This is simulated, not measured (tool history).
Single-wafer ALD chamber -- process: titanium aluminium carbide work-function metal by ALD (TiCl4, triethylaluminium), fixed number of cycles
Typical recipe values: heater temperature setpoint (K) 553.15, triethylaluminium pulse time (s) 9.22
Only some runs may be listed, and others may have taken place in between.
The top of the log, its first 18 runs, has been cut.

run    hour  heater temperature setpoint (K)  triethylaluminium pulse time (s)  wafers since the last listed run  hours since the last thermocouple change  hours since the last triethylaluminium bottle change  hours since the showerhead was replaced  hours since the gauge calibration  read-back reference wafer on the same gauge, thickness_nm  mean film thickness on the monitor wafer (nm)
 19  1021.3                           546.15                              9.22                               368                                     129.6                                                 325.2                                   5704.3                              882.8                                                      1.949                                          1.715
     1050.3  -- gauge calibrated
 20    1055                           557.15                             11.25                               414                                     163.3                                                 358.9                                     5738                                4.7                                                       1.95                                          1.844
 21  1109.4                           553.15                              9.22                               668                                     217.7                                                 413.3                                   5792.4                               59.1                                                       1.95                                          1.752
     1134.8  -- showerhead replaced, of another model than before
 22  1170.5                           553.15                              9.22                               652                                     278.8                                                 474.4                                     35.7                              120.2                                                      1.951                                          1.778
 23  1233.6                           542.15                              7.66                               775                                     341.9                                                 537.5                                     98.8                              183.3                                                       1.95                                          1.658
 24  1297.1                           564.15                             12.68                               780                                     405.4                                                   601                                    162.3                              246.8                                                      1.951                                          1.896
 25  1367.4                           564.15                              8.06                               863                                     475.7                                                 671.3                                    232.6                              317.1                                                       1.95                                          1.822
 26  1420.3                           553.15                              6.91                               650                                     528.6                                                 724.2                                    285.5                                370                                                       1.95                                          1.701
 27  1456.6                           542.15                              7.04                               446                                     564.9                                                 760.5                                    321.8                              406.3                                                       1.95                                          1.634
 28  1493.7                           541.15                             12.49                               455                                       602                                                 797.6                                    358.9                              443.4                                                      1.951                                          1.727
 29  1534.7                           545.15                             11.73                               503                                       643                                                 838.6                                    399.9                              484.4                                                      1.949                                          1.749
 30    1568                           567.15                             11.39                               409                                     676.3                                                 871.9                                    433.2                              517.7                                                       1.95                                          1.909
 31  1634.9                           547.15                              5.99                               822                                     743.2                                                 938.8                                    500.1                              584.6                                                      1.952                                          1.619
 32  1692.9                           566.15                             12.42                               712                                     801.2                                                 996.8                                    558.1                              642.6                                                      1.951                                          1.915

Predict each of these 4 candidate next runs independently; none follows another, all start after run 32:
  A  1693.3                           557.15                              9.22                                 4                                     801.6                                                 997.2                                    558.5                                643                                                          ?                                              ?
  B  1693.3                           546.15                              6.33                                 4                                     801.6                                                 997.2                                    558.5                                643                                                          ?                                              ?
  C  1693.3                           538.15                              9.22                                 4                                     801.6                                                 997.2                                    558.5                                643                                                          ?                                              ?
  D  1693.3                           553.15                             10.35                                 4                                     801.6                                                 997.2                                    558.5                                643                                                          ?                                              ?

run  read-back reference wafer on the same gauge, thickness_nm  mean film thickness on the monitor wafer (nm)
  A                                                       1.95                                          1.795
  B                                                       1.95                                          1.629
  C                                                       1.95                                          1.658
  D                                                       1.95                                          1.788
Without the tool's unlogged condition, the same runs would have read:
run  mean film thickness on the monitor wafer (nm)
  A                                          1.815
  B                                          1.657
  C                                          1.676
  D                                          1.804
